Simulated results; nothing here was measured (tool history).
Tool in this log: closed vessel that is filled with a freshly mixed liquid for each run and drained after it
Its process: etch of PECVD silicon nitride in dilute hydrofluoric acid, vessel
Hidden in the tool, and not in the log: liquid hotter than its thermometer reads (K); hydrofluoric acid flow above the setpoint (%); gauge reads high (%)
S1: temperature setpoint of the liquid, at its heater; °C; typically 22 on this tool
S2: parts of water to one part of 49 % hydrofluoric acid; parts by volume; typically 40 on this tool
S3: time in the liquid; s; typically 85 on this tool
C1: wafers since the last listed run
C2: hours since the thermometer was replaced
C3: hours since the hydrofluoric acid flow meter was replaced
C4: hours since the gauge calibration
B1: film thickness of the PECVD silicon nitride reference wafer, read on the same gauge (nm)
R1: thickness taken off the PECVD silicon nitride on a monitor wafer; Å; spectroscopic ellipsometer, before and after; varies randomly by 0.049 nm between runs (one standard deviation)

run 1 hour=0 | S1=22 S2=35 S3=60 | C1=0 C2=1193.5 C3=942 C4=159 | B1=50 | R1=50.4
run 2 hour=97.3 | S1=22 S2=35 S3=85 | C1=11288 C2=1290.8 C3=1039.3 C4=256.3 | B1=50 | R1=73.1
run 3 hour=178.3 | S1=22 S2=35 S3=85 | C1=9397 C2=1371.8 C3=1120.3 C4=337.3 | B1=50.01 | R1=74
run 4 hour=272.8 | S1=22 S2=40 S3=85 | C1=10963 C2=1466.3 C3=1214.8 C4=431.8 | B1=50 | R1=64.5
run 5 hour=367.5 | S1=22 S2=40 S3=85 | C1=10986 C2=1561 C3=1309.5 C4=526.5 | B1=50.02 | R1=66
run 6 hour=411.9 | S1=18.5 S2=40 S3=85 | C1=5151 C2=1605.4 C3=1353.9 C4=570.9 | B1=50 | R1=51.8
run 7 hour=457.6 | S1=18.5 S2=40 S3=85 | C1=5301 C2=1651.1 C3=1399.6 C4=616.6 | B1=49.98 | R1=52.4
-- hour=522 thermometer replaced
run 8 hour=562.6 | S1=18.5 S2=40 S3=85 | C1=12065 C2=40.6 C3=1504.6 C4=721.6 | B1=49.99 | R1=45.8
run 9 hour=615.3 | S1=22 S2=40 S3=85 | C1=6114 C2=93.3 C3=1557.3 C4=774.3 | B1=49.99 | R1=60.2
-- hour=685.2 hydrofluoric acid flow meter replaced
run 10 hour=694.8 | S1=24 S2=60 S3=55 | C1=9107 C2=172.8 C3=9.6 C4=853.8 | B1=49.99 | R1=28.8
run 11 hour=786.4 | S1=23.5 S2=20 S3=50 | C1=10627 C2=264.4 C3=101.2 C4=945.4 | B1=49.99 | R1=73.2
run 12 hour=855.5 | S1=22 S2=40 S3=85 | C1=8016 C2=333.5 C3=170.3 C4=1014.5 | B1=50 | R1=58.2
-- hour=864.8 gauge calibrated
run 13 hour=924.4 | S1=22 S2=40 S3=85 | C1=7993 C2=402.4 C3=239.2 C4=59.6 | B1=49.98 | R1=58.7
run 14 hour=999.3 | S1=24.5 S2=60 S3=65 | C1=8689 C2=477.3 C3=314.1 C4=134.5 | B1=49.99 | R1=36.7
run 15 hour=1048.3 | S1=22 S2=40 S3=85 | C1=5684 C2=526.3 C3=363.1 C4=183.5 | B1=50.02 | R1=60.4
run 16 hour=1084.6 | S1=27 S2=40 S3=85 | C1=4211 C2=562.6 C3=399.4 C4=219.8 | B1=50 | R1=83.9
run 17 hour=1143.7 | S1=19 S2=50 S3=70 | C1=6856 C2=621.7 C3=458.5 C4=278.9 | B1=50 | R1=33
run 18 hour=1227.6 | S1=19 S2=50 S3=85 | C1=9733 C2=705.6 C3=542.4 C4=362.8 | B1=50.01 | R1=39.7

Hidden condition of the tool, last listed run before each entry between runs versus first listed run after:
Between runs 7 and 8: thermometer replaced (hour 522)
  liquid hotter than its thermometer reads (K): 1.88 -> 0.0878; hydrofluoric acid flow above the setpoint (%): 5.72 -> 6.15
  measured less the result without the state, R1: +8.9 -> +2.8 Å
Between runs 9 and 10: hydrofluoric acid flow meter replaced (hour 685.2)
  liquid hotter than its thermometer reads (K): 0.144 -> 0.228; hydrofluoric acid flow above the setpoint (%): 6.37 -> 1.54
  measured less the result without the state, R1: +4.1 -> +0.9 Å
Between runs 12 and 13: gauge calibrated (hour 864.8)
  liquid hotter than its thermometer reads (K): 0.399 -> 0.472; hydrofluoric acid flow above the setpoint (%): 2.2 -> 2.48
  measured less the result without the state, R1: +2.8 -> +3.2 Å
